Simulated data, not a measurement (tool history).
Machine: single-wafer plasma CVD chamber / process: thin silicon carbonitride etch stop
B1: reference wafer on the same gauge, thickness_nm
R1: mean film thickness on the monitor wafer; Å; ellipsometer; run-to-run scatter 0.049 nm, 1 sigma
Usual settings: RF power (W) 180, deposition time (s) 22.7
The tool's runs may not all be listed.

run 1 hour=0 | RF_power_(W)=160 deposition_time_(s)=22.7 | B1=13.604 | R1=129.25
run 2 hour=28 | RF_power_(W)=180 deposition_time_(s)=22.7 | B1=13.621 | R1=132.4
run 3 hour=58.8 | RF_power_(W)=180 deposition_time_(s)=22.7 | B1=13.584 | R1=132.49
run 4 hour=84.3 | RF_power_(W)=180 deposition_time_(s)=22.7 | B1=13.57 | R1=131.68
run 5 hour=117.7 | RF_power_(W)=195 deposition_time_(s)=22.7 | B1=13.567 | R1=135.04
run 6 hour=149.8 | RF_power_(W)=180 deposition_time_(s)=20.1 | B1=13.554 | R1=117.29
run 7 hour=176.4 | RF_power_(W)=190 deposition_time_(s)=22.7 | B1=13.525 | R1=132.99
run 8 hour=200.9 | RF_power_(W)=190 deposition_time_(s)=22.7 | B1=13.526 | R1=133.37
run 9 hour=225.2 | RF_power_(W)=180 deposition_time_(s)=22.7 | B1=13.483 | R1=132.07
run 10 hour=257.4 | RF_power_(W)=180 deposition_time_(s)=22.7 | B1=13.474 | R1=131.2
-- hour=261 gauge calibrated
-- hour=285.2 thermocouple changed; heater temperature recalibrated
run 11 hour=287.5 | RF_power_(W)=180 deposition_time_(s)=22.7 | B1=13.784 | R1=133.64
run 12 hour=308.6 | RF_power_(W)=180 deposition_time_(s)=21.3 | B1=13.775 | R1=126.1
run 13 hour=342.9 | RF_power_(W)=180 deposition_time_(s)=21.3 | B1=13.764 | R1=126.69
run 14 hour=403.4 | RF_power_(W)=180 deposition_time_(s)=21.3 | B1=13.737 | R1=125.85
run 15 hour=420.2 | RF_power_(W)=160 deposition_time_(s)=25.9 | B1=13.719 | R1=149.51
-- hour=433.9 RF generator calibrated
run 16 hour=513.4 | RF_power_(W)=195 deposition_time_(s)=18.9 | B1=13.674 | R1=113.84
run 17 hour=540.1 | RF_power_(W)=180 deposition_time_(s)=22.7 | B1=13.664 | R1=133.17
-- hour=558.3 showerhead replaced
run 18 hour=573.7 | RF_power_(W)=180 deposition_time_(s)=22.7 | B1=13.635 | R1=133.23
run 19 hour=594 | RF_power_(W)=150 deposition_time_(s)=22.7 | B1=13.614 | R1=126.79
run 20 hour=620.9 | RF_power_(W)=170 deposition_time_(s)=25.2 | B1=13.618 | R1=144.59
run 21 hour=637.8 | RF_power_(W)=145 deposition_time_(s)=22.7 | B1=13.596 | R1=126.59
run 22 hour=673.4 | RF_power_(W)=160 deposition_time_(s)=18.4 | B1=13.583 | R1=105.2
run 23 hour=687.2 | RF_power_(W)=190 deposition_time_(s)=24.3 | B1=13.585 | R1=143.54
run 24 hour=717.7 | RF_power_(W)=205 deposition_time_(s)=25.2 | B1=13.568 | R1=150.75
run 25 hour=751.4 | RF_power_(W)=210 deposition_time_(s)=19.2 | B1=13.532 | R1=115.47
-- hour=770.7 gauge calibrated
run 26 hour=779.1 | RF_power_(W)=145 deposition_time_(s)=22.7 | B1=13.853 | R1=128.11
run 27 hour=798.1 | RF_power_(W)=200 deposition_time_(s)=27.1 | B1=13.825 | R1=164.68
run 28 hour=812 | RF_power_(W)=180 deposition_time_(s)=25.7 | B1=13.825 | R1=152.76

Here are 3 independent what-if runs from the current tool condition. What would each one return?
run A hour=812.4 | RF_power_(W)=180 deposition_time_(s)=22.7 | B1=? | R1=?
run B hour=812.4 | RF_power_(W)=145 deposition_time_(s)=20.5 | B1=? | R1=?
run C hour=812.4 | RF_power_(W)=200 deposition_time_(s)=22.7 | B1=? | R1=?

run=A B1=13.819 R1=134.86
run=B B1=13.819 R1=115.94
run=C B1=13.819 R1=138.26
The same runs, with their run-to-run variation unchanged, on a tool lacking any hidden condition would have given:
run=A R1=134.67
run=B R1=115.78
run=C R1=138.07
